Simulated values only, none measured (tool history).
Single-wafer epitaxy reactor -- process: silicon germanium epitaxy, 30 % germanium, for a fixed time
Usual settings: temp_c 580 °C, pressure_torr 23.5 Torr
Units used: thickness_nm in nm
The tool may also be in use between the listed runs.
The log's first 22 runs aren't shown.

| run | hour | temp_c | pressure_torr | wafers since the last listed run | hours since the last pyrometer calibration | hours since the last manometer calibration | hours since the showerhead was replaced | hours since the gauge calibration | read-back reference wafer on the same gauge, thickness_nm | thickness_nm |
|---|---|---|---|---|---|---|---|---|---|---|
| 23 | 545.5 | 571 | 26.9 | 307 | 111.1 | 2436.1 | 26.6 | 266.7 | 36.911 | 35.390 |
| 24 | 581.4 | 580 | 20.7 | 422 | 147.0 | 2472.0 | 62.5 | 302.6 | 36.889 | 39.587 |
|  | 607.2 | capacitance manometer re-zeroed and calibrated |
| 25 | 607.7 | 569 | 25.8 | 215 | 173.3 | 0.5 | 88.8 | 328.9 | 36.899 | 33.505 |
| 26 | 627.0 | 595 | 26.8 | 227 | 192.6 | 19.8 | 108.1 | 348.2 | 36.885 | 57.430 |
| 27 | 650.3 | 580 | 23.5 | 274 | 215.9 | 43.1 | 131.4 | 371.5 | 36.913 | 40.752 |
| 28 | 669.1 | 567 | 23.5 | 221 | 234.7 | 61.9 | 150.2 | 390.3 | 36.890 | 31.337 |
| 29 | 732.2 | 592 | 19.0 | 743 | 297.8 | 125.0 | 213.3 | 453.4 | 36.904 | 49.248 |
| 30 | 754.7 | 566 | 29.1 | 265 | 320.3 | 147.5 | 235.8 | 475.9 | 36.893 | 32.588 |
| 31 | 777.8 | 565 | 27.5 | 272 | 343.4 | 170.6 | 258.9 | 499.0 | 36.897 | 31.185 |
| 32 | 804.9 | 595 | 23.5 | 319 | 370.5 | 197.7 | 286.0 | 526.1 | 36.883 | 55.332 |
| 33 | 820.3 | 593 | 26.0 | 181 | 385.9 | 213.1 | 301.4 | 541.5 | 36.899 | 54.693 |
| 34 | 847.1 | 585 | 25.9 | 315 | 412.7 | 239.9 | 328.2 | 568.3 | 36.910 | 46.591 |
| 35 | 867.7 | 593 | 23.5 | 242 | 433.3 | 260.5 | 348.8 | 588.9 | 36.902 | 52.901 |

Branching from run 35: 4 alternative next runs. What would each branch give?
| A | 868.1 | 580 | 23.5 | 4 | 433.7 | 260.9 | 349.2 | 589.3 | ? | ? |
| B | 868.1 | 585 | 23.5 | 4 | 433.7 | 260.9 | 349.2 | 589.3 | ? | ? |
| C | 868.1 | 593 | 27.2 | 4 | 433.7 | 260.9 | 349.2 | 589.3 | ? | ? |
| D | 868.1 | 565 | 19.0 | 4 | 433.7 | 260.9 | 349.2 | 589.3 | ? | ? |

| run | read-back reference wafer on the same gauge, thickness_nm | thickness_nm |
|---|---|---|
| A | 36.888 | 40.731 |
| B | 36.888 | 45.074 |
| C | 36.888 | 55.118 |
| D | 36.888 | 28.162 |
Without the tool's hidden state the same runs would have given:
| run | thickness_nm |
|---|---|
| A | 41.064 |
| B | 45.438 |
| C | 55.555 |
| D | 28.401 |
